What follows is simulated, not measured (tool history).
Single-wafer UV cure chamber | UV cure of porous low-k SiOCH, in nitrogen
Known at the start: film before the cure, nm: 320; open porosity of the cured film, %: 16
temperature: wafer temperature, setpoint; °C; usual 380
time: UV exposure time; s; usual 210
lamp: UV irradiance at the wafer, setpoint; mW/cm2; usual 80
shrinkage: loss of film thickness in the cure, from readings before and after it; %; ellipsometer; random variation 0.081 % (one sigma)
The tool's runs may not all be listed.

run     day  temperature  time  lamp  shrinkage
  1   0.000          380   140    80      6.983
  2   0.700          380   210    80      8.722
  3   1.121          380   210    80      8.617
  4   1.575          380   210    99      9.495
  5   1.838          380   210    99      9.634
  6   2.108          380   210    99      9.711
  7   2.550          386   210    80      8.712
  8   4.750          386   210    80      8.591
  9   5.371          380   210    80      8.677
 10   5.900          380   210    63      7.446
 11   6.262          380   210    59      7.307
 12   6.633          380   210    59      7.244
 13   7.325          380   210    59      7.295
 14   7.704          380   210    80      8.511
 15   8.429          380   280    80      9.630
 16   8.929          380   165    80      7.461
     10.067  -- UV bulbs replaced
 17  10.088          385   110    80      7.089
 18  10.675          380   155    80      8.291
 19  12.125          380   155    80      8.271
 20  12.379          380   210    80      9.472
     12.758  -- quartz window cleaned
 21  12.779          380   125    99      8.291
 22  13.333          385   315    47      8.952
 23  13.921          380   295    80     11.065
 24  14.483          380   210    80      9.556
 25  15.100          394   290   108     12.649
 26  15.612          380   210    99     10.439
 27  15.871          380   165    80      8.516
 28  16.133          380   210    80      9.403
 29  16.617          380   210    80      9.424
 30  17.171          380   210    80      9.465
 31  17.571          363    95    69      5.375
 32  18.092          393   210    65      8.712
 33  18.475          389   210    63      8.527
 34  18.921          380   310    80     11.113
 35  19.275          380   210    80      9.442
 36  19.600          399   290    64     10.054
 37  19.879          380   110    80      6.722
 38  20.446          380   210    80      9.396
 39  20.717          366   310   113     12.342
 40  21.438          380   210   114     10.889
 41  21.725          387   210    65      8.502

Hidden state or all else? Some run-to-run changes of shrinkage, split into what the settings, what came in and random variation would give without the hidden state, and what is left for the hidden state (with any gauge scatter that isn't in both results):
The hidden state here: lamp output below its setpoint, %; transmission lost against a clean window, %.
Run 1 -> 2: time 140 -> 210. shrinkage +1.739 %: hidden state -0.089, all else +1.828.
Run 7 -> 8: no setting changed, nothing entered. shrinkage -0.121 %: hidden state -0.067, all else -0.054.
Run 16 -> 17: temperature 380 -> 385, time 165 -> 110, UV bulbs replaced. shrinkage -0.372 %: hidden state +1.157, all else -1.529.
Run 30 -> 31: temperature 380 -> 363, time 210 -> 95, lamp 80 -> 69. shrinkage -4.090 %: hidden state +0.031, all else -4.121.
Run 31 -> 32: temperature 363 -> 393, time 95 -> 210, lamp 69 -> 65. shrinkage +3.337 %: hidden state -0.051, all else +3.388.
Run 36 -> 37: temperature 399 -> 380, time 290 -> 110, lamp 64 -> 80. shrinkage -3.332 %: hidden state +0.026, all else -3.358.

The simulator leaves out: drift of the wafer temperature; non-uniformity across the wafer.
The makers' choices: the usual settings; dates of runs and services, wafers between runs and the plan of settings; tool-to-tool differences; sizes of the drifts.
